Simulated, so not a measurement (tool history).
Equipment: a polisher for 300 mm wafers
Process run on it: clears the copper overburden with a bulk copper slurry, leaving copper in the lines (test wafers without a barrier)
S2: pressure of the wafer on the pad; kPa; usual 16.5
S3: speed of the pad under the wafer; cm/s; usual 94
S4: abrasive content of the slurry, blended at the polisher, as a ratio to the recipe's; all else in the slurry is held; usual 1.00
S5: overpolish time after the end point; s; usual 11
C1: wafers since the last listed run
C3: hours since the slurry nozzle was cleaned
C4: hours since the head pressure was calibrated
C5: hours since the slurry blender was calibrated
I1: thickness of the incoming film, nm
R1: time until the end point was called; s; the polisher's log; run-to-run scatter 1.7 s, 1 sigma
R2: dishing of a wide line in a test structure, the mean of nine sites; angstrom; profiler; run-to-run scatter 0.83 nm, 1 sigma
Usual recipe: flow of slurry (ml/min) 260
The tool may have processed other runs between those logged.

{"run": 1, "day": 0.0, "flow of slurry (ml/min)": 260, "S2": 16.5, "S3": 94, "S4": 1.0, "S5": 11, "C1": 0, "wafers polished on this pad": 4, "C3": 221.4, "C4": 4.7, "C5": 231.7, "I1": 852.7, "R1": 110.7, "R2": 508}
{"run": 2, "day": 0.95, "flow of slurry (ml/min)": 260, "S2": 16.5, "S3": 94, "S4": 1.0, "S5": 11, "C1": 207, "wafers polished on this pad": 212, "C3": 244.2, "C4": 27.5, "C5": 254.5, "I1": 841.1, "R1": 109.7, "R2": 526}
{"run": 3, "day": 1.812, "flow of slurry (ml/min)": 260, "S2": 16.5, "S3": 94, "S4": 1.0, "S5": 11, "C1": 188, "wafers polished on this pad": 401, "C3": 264.9, "C4": 48.2, "C5": 275.2, "I1": 853.8, "R1": 113.6, "R2": 506}
{"run": 4, "day": 3.171, "flow of slurry (ml/min)": 260, "S2": 16.5, "S3": 94, "S4": 1.0, "S5": 11, "C1": 297, "wafers polished on this pad": 698, "C3": 297.5, "C4": 80.8, "C5": 307.8, "I1": 856.8, "R1": 111.2, "R2": 519}
{"run": 5, "day": 4.067, "flow of slurry (ml/min)": 315, "S2": 16.5, "S3": 94, "S4": 1.1, "S5": 11, "C1": 195, "wafers polished on this pad": 894, "C3": 319.0, "C4": 102.3, "C5": 329.3, "I1": 840.6, "R1": 106.7, "R2": 541}
{"run": 6, "day": 4.65, "flow of slurry (ml/min)": 260, "S2": 16.5, "S3": 94, "S4": 1.0, "S5": 9, "C1": 127, "wafers polished on this pad": 1021, "C3": 333.0, "C4": 116.3, "C5": 343.3, "I1": 845.0, "R1": 110.0, "R2": 437}
{"run": 7, "day": 5.704, "flow of slurry (ml/min)": 260, "S2": 16.5, "S3": 94, "S4": 1.0, "S5": 9, "C1": 230, "wafers polished on this pad": 1252, "C3": 358.3, "C4": 141.6, "C5": 368.6, "I1": 837.4, "R1": 111.6, "R2": 421}
{"run": 8, "day": 7.025, "flow of slurry (ml/min)": 260, "S2": 16.5, "S3": 94, "S4": 1.0, "S5": 11, "C1": 288, "wafers polished on this pad": 1541, "C3": 390.0, "C4": 173.3, "C5": 400.3, "I1": 842.2, "R1": 111.6, "R2": 519}
{"run": 9, "day": 8.192, "flow of slurry (ml/min)": 290, "S2": 16.5, "S3": 94, "S4": 1.0, "S5": 14, "C1": 255, "wafers polished on this pad": 1796, "C3": 418.0, "C4": 201.3, "C5": 428.3, "I1": 840.4, "R1": 109.5, "R2": 618}
{"day": 9.188, "done": "slurry nozzle cleaned"}
{"run": 10, "day": 9.417, "flow of slurry (ml/min)": 260, "S2": 12.4, "S3": 94, "S4": 1.3, "S5": 11, "C1": 258, "wafers polished on this pad": 2055, "C3": 5.5, "C4": 230.7, "C5": 457.7, "I1": 840.8, "R1": 138.1, "R2": 426}
{"day": 9.992, "done": "worn pad replaced by a new one"}
{"run": 11, "day": 10.358, "flow of slurry (ml/min)": 260, "S2": 16.5, "S3": 94, "S4": 0.85, "S5": 11, "C1": 169, "wafers polished on this pad": 80, "C3": 28.1, "C4": 253.3, "C5": 480.3, "I1": 834.4, "R1": 115.4, "R2": 493}
{"day": 10.829, "done": "slurry blender recalibrated"}
{"run": 12, "day": 11.6, "flow of slurry (ml/min)": 260, "S2": 16.5, "S3": 94, "S4": 0.75, "S5": 11, "C1": 253, "wafers polished on this pad": 333, "C3": 57.9, "C4": 283.1, "C5": 18.5, "I1": 846.6, "R1": 116.6, "R2": 496}
{"run": 13, "day": 12.112, "flow of slurry (ml/min)": 335, "S2": 13.8, "S3": 120, "S4": 1.0, "S5": 5, "C1": 112, "wafers polished on this pad": 445, "C3": 70.2, "C4": 295.4, "C5": 30.8, "I1": 851.2, "R1": 101.2, "R2": 278}
{"run": 14, "day": 13.212, "flow of slurry (ml/min)": 235, "S2": 16.5, "S3": 94, "S4": 1.25, "S5": 11, "C1": 240, "wafers polished on this pad": 686, "C3": 96.6, "C4": 321.8, "C5": 57.2, "I1": 835.2, "R1": 109.2, "R2": 504}
{"run": 15, "day": 14.129, "flow of slurry (ml/min)": 260, "S2": 16.5, "S3": 94, "S4": 0.8, "S5": 11, "C1": 200, "wafers polished on this pad": 887, "C3": 118.6, "C4": 343.8, "C5": 79.2, "I1": 860.8, "R1": 119.4, "R2": 484}
{"run": 16, "day": 14.983, "flow of slurry (ml/min)": 260, "S2": 16.5, "S3": 94, "S4": 1.0, "S5": 11, "C1": 186, "wafers polished on this pad": 1073, "C3": 139.1, "C4": 364.3, "C5": 99.7, "I1": 860.3, "R1": 112.3, "R2": 511}
{"run": 17, "day": 15.821, "flow of slurry (ml/min)": 260, "S2": 16.5, "S3": 94, "S4": 1.15, "S5": 6, "C1": 183, "wafers polished on this pad": 1257, "C3": 159.2, "C4": 384.4, "C5": 119.8, "I1": 844.8, "R1": 112.0, "R2": 308}
{"run": 18, "day": 16.492, "flow of slurry (ml/min)": 260, "S2": 20.0, "S3": 118, "S4": 0.8, "S5": 11, "C1": 146, "wafers polished on this pad": 1403, "C3": 175.3, "C4": 400.5, "C5": 135.9, "I1": 848.3, "R1": 82.8, "R2": 674}
{"run": 19, "day": 17.008, "flow of slurry (ml/min)": 260, "S2": 11.7, "S3": 106, "S4": 1.0, "S5": 13, "C1": 112, "wafers polished on this pad": 1516, "C3": 187.7, "C4": 412.9, "C5": 148.3, "I1": 853.9, "R1": 136.0, "R2": 487}
{"run": 20, "day": 17.596, "flow of slurry (ml/min)": 260, "S2": 16.5, "S3": 94, "S4": 1.0, "S5": 11, "C1": 128, "wafers polished on this pad": 1645, "C3": 201.8, "C4": 427.0, "C5": 162.4, "I1": 838.3, "R1": 114.4, "R2": 494}
{"run": 21, "day": 18.688, "flow of slurry (ml/min)": 325, "S2": 16.5, "S3": 94, "S4": 1.0, "S5": 11, "C1": 238, "wafers polished on this pad": 1883, "C3": 228.0, "C4": 453.2, "C5": 188.6, "I1": 846.1, "R1": 118.5, "R2": 502}
{"day": 20.1, "done": "head pressure recalibrated"}
{"day": 20.183, "done": "worn pad replaced by a new one"}
{"run": 22, "day": 20.204, "flow of slurry (ml/min)": 210, "S2": 16.5, "S3": 120, "S4": 1.0, "S5": 11, "C1": 294, "wafers polished on this pad": 4, "C3": 264.4, "C4": 2.5, "C5": 225.0, "I1": 844.0, "R1": 87.3, "R2": 607}
{"run": 23, "day": 20.812, "flow of slurry (ml/min)": 290, "S2": 18.6, "S3": 94, "S4": 1.0, "S5": 11, "C1": 133, "wafers polished on this pad": 137, "C3": 279.0, "C4": 17.1, "C5": 239.6, "I1": 846.2, "R1": 97.4, "R2": 580}
{"run": 24, "day": 21.904, "flow of slurry (ml/min)": 260, "S2": 13.8, "S3": 84, "S4": 0.8, "S5": 8, "C1": 238, "wafers polished on this pad": 376, "C3": 305.2, "C4": 43.3, "C5": 265.8, "I1": 855.6, "R1": 150.5, "R2": 318}
{"run": 25, "day": 26.271, "flow of slurry (ml/min)": 335, "S2": 20.0, "S3": 120, "S4": 1.0, "S5": 7, "C1": 954, "wafers polished on this pad": 1331, "C3": 410.0, "C4": 148.1, "C5": 370.6, "I1": 856.8, "R1": 73.2, "R2": 533}
{"day": 27.842, "done": "slurry blender recalibrated"}
{"run": 26, "day": 28.188, "flow of slurry (ml/min)": 225, "S2": 16.5, "S3": 94, "S4": 0.85, "S5": 8, "C1": 400, "wafers polished on this pad": 1732, "C3": 456.0, "C4": 194.1, "C5": 8.3, "I1": 841.9, "R1": 116.8, "R2": 392}
{"day": 28.304, "done": "slurry nozzle cleaned"}
{"day": 28.808, "done": "worn pad replaced by a new one"}
{"run": 27, "day": 29.583, "flow of slurry (ml/min)": 260, "S2": 16.5, "S3": 94, "S4": 1.0, "S5": 11, "C1": 259, "wafers polished on this pad": 169, "C3": 30.7, "C4": 227.6, "C5": 41.8, "I1": 849.3, "R1": 110.0, "R2": 528}
{"run": 28, "day": 30.233, "flow of slurry (ml/min)": 260, "S2": 11.7, "S3": 94, "S4": 1.0, "S5": 11, "C1": 142, "wafers polished on this pad": 311, "C3": 46.3, "C4": 243.2, "C5": 57.4, "I1": 848.5, "R1": 148.0, "R2": 400}
{"run": 29, "day": 31.271, "flow of slurry (ml/min)": 260, "S2": 16.5, "S3": 94, "S4": 1.0, "S5": 11, "C1": 226, "wafers polished on this pad": 538, "C3": 71.2, "C4": 268.1, "C5": 82.3, "I1": 843.6, "R1": 110.2, "R2": 505}

Below are 3 alternative next runs, each starting from the tool's condition after run 29. Predict each:
{"run": "A", "day": 31.292, "flow of slurry (ml/min)": 260, "S2": 16.5, "S3": 94, "S4": 1.0, "S5": 11, "C1": 4, "wafers polished on this pad": 542, "C3": 71.7, "C4": 268.6, "C5": 82.8, "I1": 829.5, "R1": "?", "R2": "?"}
{"run": "B", "day": 31.292, "flow of slurry (ml/min)": 290, "S2": 16.5, "S3": 94, "S4": 0.8, "S5": 7, "C1": 4, "wafers polished on this pad": 542, "C3": 71.7, "C4": 268.6, "C5": 82.8, "I1": 829.5, "R1": "?", "R2": "?"}
{"run": "C", "day": 31.292, "flow of slurry (ml/min)": 260, "S2": 14.5, "S3": 70, "S4": 0.85, "S5": 14, "C1": 4, "wafers polished on this pad": 542, "C3": 71.7, "C4": 268.6, "C5": 82.8, "I1": 829.5, "R1": "?", "R2": "?"}

run=A R1=109.5 R2=521
run=B R1=112.7 R2=354
run=C R1=169.9 R2=442
The same runs, with their run-to-run variation unchanged, on a tool lacking any hidden condition would have given:
run=A R1=107.3 R2=530
run=B R1=110.5 R2=360
run=C R1=166.6 R2=449
